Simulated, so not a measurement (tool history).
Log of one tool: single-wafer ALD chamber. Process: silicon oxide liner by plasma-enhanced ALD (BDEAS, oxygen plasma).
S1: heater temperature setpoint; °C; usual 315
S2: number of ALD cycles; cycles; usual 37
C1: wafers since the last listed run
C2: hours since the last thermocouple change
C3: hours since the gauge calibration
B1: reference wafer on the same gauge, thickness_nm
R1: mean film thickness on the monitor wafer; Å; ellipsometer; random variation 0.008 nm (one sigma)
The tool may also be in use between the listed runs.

{"run": 1, "hour": 0.0, "S1": 312, "S2": 37, "C1": 0, "C2": 1791.6, "C3": 335.2, "B1": 2.572, "R1": 32.13}
{"run": 2, "hour": 16.6, "S1": 312, "S2": 37, "C1": 188, "C2": 1808.2, "C3": 351.8, "B1": 2.571, "R1": 32.31}
{"run": 3, "hour": 33.5, "S1": 311, "S2": 37, "C1": 192, "C2": 1825.1, "C3": 368.7, "B1": 2.575, "R1": 32.27}
{"run": 4, "hour": 50.5, "S1": 311, "S2": 37, "C1": 193, "C2": 1842.1, "C3": 385.7, "B1": 2.572, "R1": 32.13}
{"run": 5, "hour": 80.6, "S1": 315, "S2": 37, "C1": 342, "C2": 1872.2, "C3": 415.8, "B1": 2.571, "R1": 32.13}
{"run": 6, "hour": 135.3, "S1": 315, "S2": 37, "C1": 622, "C2": 1926.9, "C3": 470.5, "B1": 2.569, "R1": 31.9}
{"run": 7, "hour": 153.3, "S1": 315, "S2": 37, "C1": 204, "C2": 1944.9, "C3": 488.5, "B1": 2.57, "R1": 31.96}
{"run": 8, "hour": 168.7, "S1": 315, "S2": 37, "C1": 175, "C2": 1960.3, "C3": 503.9, "B1": 2.567, "R1": 31.92}
{"run": 9, "hour": 201.3, "S1": 315, "S2": 37, "C1": 370, "C2": 1992.9, "C3": 536.5, "B1": 2.566, "R1": 32.09}
{"run": 10, "hour": 216.4, "S1": 315, "S2": 37, "C1": 171, "C2": 2008, "C3": 551.6, "B1": 2.567, "R1": 31.97}
{"run": 11, "hour": 230.9, "S1": 315, "S2": 37, "C1": 164, "C2": 2022.5, "C3": 566.1, "B1": 2.566, "R1": 32.06}
{"run": 12, "hour": 262.3, "S1": 315, "S2": 37, "C1": 357, "C2": 2053.9, "C3": 597.5, "B1": 2.562, "R1": 32}
{"run": 13, "hour": 297.8, "S1": 315, "S2": 41, "C1": 403, "C2": 2089.4, "C3": 633, "B1": 2.559, "R1": 35.28}
{"run": 14, "hour": 332.7, "S1": 315, "S2": 37, "C1": 396, "C2": 2124.3, "C3": 667.9, "B1": 2.56, "R1": 32.05}
{"run": 15, "hour": 353.2, "S1": 315, "S2": 37, "C1": 233, "C2": 2144.8, "C3": 688.4, "B1": 2.559, "R1": 32.09}
{"run": 16, "hour": 381.6, "S1": 315, "S2": 39, "C1": 323, "C2": 2173.2, "C3": 716.8, "B1": 2.557, "R1": 33.5}
{"run": 17, "hour": 398.3, "S1": 315, "S2": 39, "C1": 189, "C2": 2189.9, "C3": 733.5, "B1": 2.557, "R1": 33.41}
{"run": 18, "hour": 416.1, "S1": 315, "S2": 39, "C1": 202, "C2": 2207.7, "C3": 751.3, "B1": 2.555, "R1": 33.55}
{"run": 19, "hour": 441.3, "S1": 315, "S2": 37, "C1": 286, "C2": 2232.9, "C3": 776.5, "B1": 2.552, "R1": 31.69}
{"run": 20, "hour": 467.9, "S1": 315, "S2": 37, "C1": 302, "C2": 2259.5, "C3": 803.1, "B1": 2.553, "R1": 31.81}
{"hour": 482.4, "done": "thermocouple changed; heater temperature recalibrated"}
{"run": 21, "hour": 490.1, "S1": 315, "S2": 37, "C1": 161, "C2": 7.7, "C3": 825.3, "B1": 2.552, "R1": 31.92}
{"run": 22, "hour": 522.6, "S1": 324, "S2": 37, "C1": 369, "C2": 40.2, "C3": 857.8, "B1": 2.549, "R1": 31.42}
{"run": 23, "hour": 535.9, "S1": 330, "S2": 40, "C1": 151, "C2": 53.5, "C3": 871.1, "B1": 2.549, "R1": 33.51}
{"run": 24, "hour": 567.8, "S1": 315, "S2": 37, "C1": 362, "C2": 85.4, "C3": 903, "B1": 2.545, "R1": 31.7}
{"run": 25, "hour": 589.2, "S1": 315, "S2": 44, "C1": 243, "C2": 106.8, "C3": 924.4, "B1": 2.545, "R1": 37.76}
{"run": 26, "hour": 605.5, "S1": 319, "S2": 44, "C1": 185, "C2": 123.1, "C3": 940.7, "B1": 2.542, "R1": 37.39}
{"run": 27, "hour": 626.0, "S1": 311, "S2": 39, "C1": 233, "C2": 143.6, "C3": 961.2, "B1": 2.542, "R1": 33.52}
{"run": 28, "hour": 649.3, "S1": 315, "S2": 37, "C1": 265, "C2": 166.9, "C3": 984.5, "B1": 2.54, "R1": 31.6}
{"run": 29, "hour": 668.2, "S1": 321, "S2": 37, "C1": 214, "C2": 185.8, "C3": 1003.4, "B1": 2.537, "R1": 31.41}
{"run": 30, "hour": 729.2, "S1": 327, "S2": 43, "C1": 693, "C2": 246.8, "C3": 1064.4, "B1": 2.533, "R1": 36.04}
{"run": 31, "hour": 741.3, "S1": 329, "S2": 43, "C1": 137, "C2": 258.9, "C3": 1076.5, "B1": 2.532, "R1": 35.89}
{"run": 32, "hour": 814.4, "S1": 315, "S2": 37, "C1": 831, "C2": 332, "C3": 1149.6, "B1": 2.526, "R1": 31.52}
{"run": 33, "hour": 828.6, "S1": 315, "S2": 37, "C1": 161, "C2": 346.2, "C3": 1163.8, "B1": 2.524, "R1": 31.66}
{"hour": 871.0, "done": "gauge calibrated"}
{"run": 34, "hour": 886.1, "S1": 323, "S2": 32, "C1": 654, "C2": 403.7, "C3": 15.1, "B1": 2.575, "R1": 27.41}
{"run": 35, "hour": 908.2, "S1": 301, "S2": 37, "C1": 251, "C2": 425.8, "C3": 37.2, "B1": 2.577, "R1": 32.88}
{"run": 36, "hour": 942.6, "S1": 315, "S2": 37, "C1": 391, "C2": 460.2, "C3": 71.6, "B1": 2.577, "R1": 32.1}
{"run": 37, "hour": 960.4, "S1": 324, "S2": 33, "C1": 202, "C2": 478, "C3": 89.4, "B1": 2.576, "R1": 28.32}
{"run": 38, "hour": 981.0, "S1": 315, "S2": 37, "C1": 234, "C2": 498.6, "C3": 110, "B1": 2.576, "R1": 31.91}
{"run": 39, "hour": 997.0, "S1": 310, "S2": 42, "C1": 182, "C2": 514.6, "C3": 126, "B1": 2.577, "R1": 36.86}
{"run": 40, "hour": 1019.8, "S1": 315, "S2": 37, "C1": 259, "C2": 537.4, "C3": 148.8, "B1": 2.575, "R1": 31.99}
{"run": 41, "hour": 1037.8, "S1": 320, "S2": 41, "C1": 204, "C2": 555.4, "C3": 166.8, "B1": 2.577, "R1": 35.32}
{"run": 42, "hour": 1091.1, "S1": 325, "S2": 35, "C1": 606, "C2": 608.7, "C3": 220.1, "B1": 2.575, "R1": 29.93}
{"run": 43, "hour": 1121.6, "S1": 329, "S2": 31, "C1": 346, "C2": 639.2, "C3": 250.6, "B1": 2.574, "R1": 26.27}
{"run": 44, "hour": 1157.0, "S1": 315, "S2": 37, "C1": 402, "C2": 674.6, "C3": 286, "B1": 2.574, "R1": 32.07}
{"run": 45, "hour": 1186.2, "S1": 315, "S2": 37, "C1": 332, "C2": 703.8, "C3": 315.2, "B1": 2.575, "R1": 31.94}

Hidden state or all else? Some run-to-run changes of R1, split into what the settings, what came in and random variation would give without the hidden state, and what is left for the hidden state (with any gauge scatter that isn't in both results):
The hidden state here: wafer temperature above the value expected at the setpoint (K); gauge reads high (%).
Run 24 -> 25: S2 37 -> 44. R1 +6.06 Å: hidden state -0.07, all else +6.13.
Run 29 -> 30: S1 321 -> 327, S2 37 -> 43. R1 +4.63 Å: hidden state -0.13, all else +4.76.
Run 33 -> 34: S1 315 -> 323, S2 37 -> 32, gauge calibrated. R1 -4.25 Å: hidden state +0.65, all else -4.9.
Run 34 -> 35: S1 323 -> 301, S2 32 -> 37. R1 +5.47 Å: hidden state +0.02, all else +5.45.
Run 43 -> 44: S1 329 -> 315, S2 31 -> 37. R1 +5.8 Å: hidden state +0, all else +5.8.

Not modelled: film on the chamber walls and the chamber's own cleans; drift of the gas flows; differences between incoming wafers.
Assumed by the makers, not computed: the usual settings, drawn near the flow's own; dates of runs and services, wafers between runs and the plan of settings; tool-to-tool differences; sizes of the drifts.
